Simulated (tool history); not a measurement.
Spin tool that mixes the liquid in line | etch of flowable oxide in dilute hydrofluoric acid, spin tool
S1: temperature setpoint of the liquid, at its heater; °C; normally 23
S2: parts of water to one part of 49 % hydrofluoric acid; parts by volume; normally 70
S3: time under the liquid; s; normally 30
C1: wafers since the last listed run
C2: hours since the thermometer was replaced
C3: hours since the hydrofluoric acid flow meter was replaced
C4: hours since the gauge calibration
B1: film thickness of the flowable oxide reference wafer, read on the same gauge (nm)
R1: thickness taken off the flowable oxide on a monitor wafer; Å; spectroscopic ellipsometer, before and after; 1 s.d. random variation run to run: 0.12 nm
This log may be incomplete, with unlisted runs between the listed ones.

run    hour    S1   S2  S3   C1      C2      C3      C4     B1     R1
  1       0    23   70  30    0  1755.9  1674.2   942.8     90  196.3
  2    69.7    23   70  30  948  1825.6  1743.9  1012.5  90.02  195.2
  3   126.2    23   70  30  768  1882.1  1800.4    1069     90    195
  4   187.2    23   70  35  830  1943.1  1861.4    1130  90.01  227.3
  5   251.1    23   70  35  869    2007  1925.3  1193.9  89.99    228
  6   315.8    23   70  30  880  2071.7    1990  1258.6     90  196.4
  7   359.6    23   70  30  595  2115.5  2033.8  1302.4  90.02  195.1
  8   391.2    23   70  30  429  2147.1  2065.4    1334  90.02  199.5
  9   430.1    23   70  30  529    2186  2104.3  1372.9     90  198.5
      435.9  -- hydrofluoric acid flow meter replaced
 10     502    23   70  30  964  2257.9    66.1  1444.8  89.98  199.7
 11   571.4    23   95  30  944  2327.3   135.5  1514.2     90  141.9
 12   629.7    23   95  30  793  2385.6   193.8  1572.5  90.02  143.1
      633.8  -- thermometer replaced
 13   660.7    23   95  30  408    26.9   224.8  1603.5  90.01  150.4
 14   723.7  20.5   50  15  857    89.9   287.8  1666.5     90  135.2
 15   793.8    23   70  30  953     160   357.9  1736.6  89.99    212
 16   821.2    26   95  20  372   187.4   385.3    1764     90  110.6
 17   860.1    23   70  30  529   226.3   424.2  1802.9     90  212.3
      862.6  -- gauge calibrated
 18   917.9  19.5   70  30  786   284.1     482    55.3  90.01  183.8
 19   952.9    23  100  30  476   319.1     517    90.3  90.01    142
      973.7  -- thermometer replaced, repeated, since the last time left the tool worse
 20  1004.3    27   50  20  685    30.6   568.4   141.7     90  211.1
 21    1057    27   70  30  717    83.3   621.1   194.4  90.01  221.8
 22  1106.6    23   50  40  674   132.9   670.7     244     90  359.4
 23  1142.9    23   70  30  493   169.2     707   280.3  90.01  186.5
 24  1210.8    23   70  15  923   237.1   774.9   348.2  89.99   93.4
 25  1248.2    23   35  35  508   274.5   812.3   385.6     90  452.2
 26  1309.4    23   70  40  832   335.7   873.5   446.8  90.03  249.5
 27  1337.5    23   70  45  382   363.8   901.6   474.9  89.98  280.5
 28  1382.1  20.5   90  20  606   408.4   946.2   519.5  89.99   86.2
 29  1425.6  18.5   70  30  591   451.9   989.7     563  89.99  154.8
 30  1497.3    23   70  30  975   523.6  1061.4   634.7  90.01  187.5
 31  1561.5    23   70  30  873   587.8  1125.6   698.9     90  188.7
 32  1617.3    23   90  15  759   643.6  1181.4   754.7  89.99   71.2
 33  1679.7    18   55  45  849     706  1243.8   817.1     90  297.2
 34    1739    23   70  30  806   765.3  1303.1   876.4  90.01  190.9

Here are 4 independent what-if runs from the current tool condition. What would each one return?
  A  1739.4  26.5  70  30   5  765.7  1303.5  876.8   ?   ?
  B  1739.4  25.5  55  25   5  765.7  1303.5  876.8   ?   ?
  C  1739.4    27  45  25   5  765.7  1303.5  876.8   ?   ?
  D  1739.4    23  55  45   5  765.7  1303.5  876.8   ?   ?

run     B1     R1
  A  90.02  215.7
  B  90.02  224.4
  C  90.02  295.5
  D  90.02  364.8
Stripped of hidden state, with their random variation kept, the same runs would have yielded:
run     R1
  A  211.3
  B  219.7
  C  289.4
  D  357.1
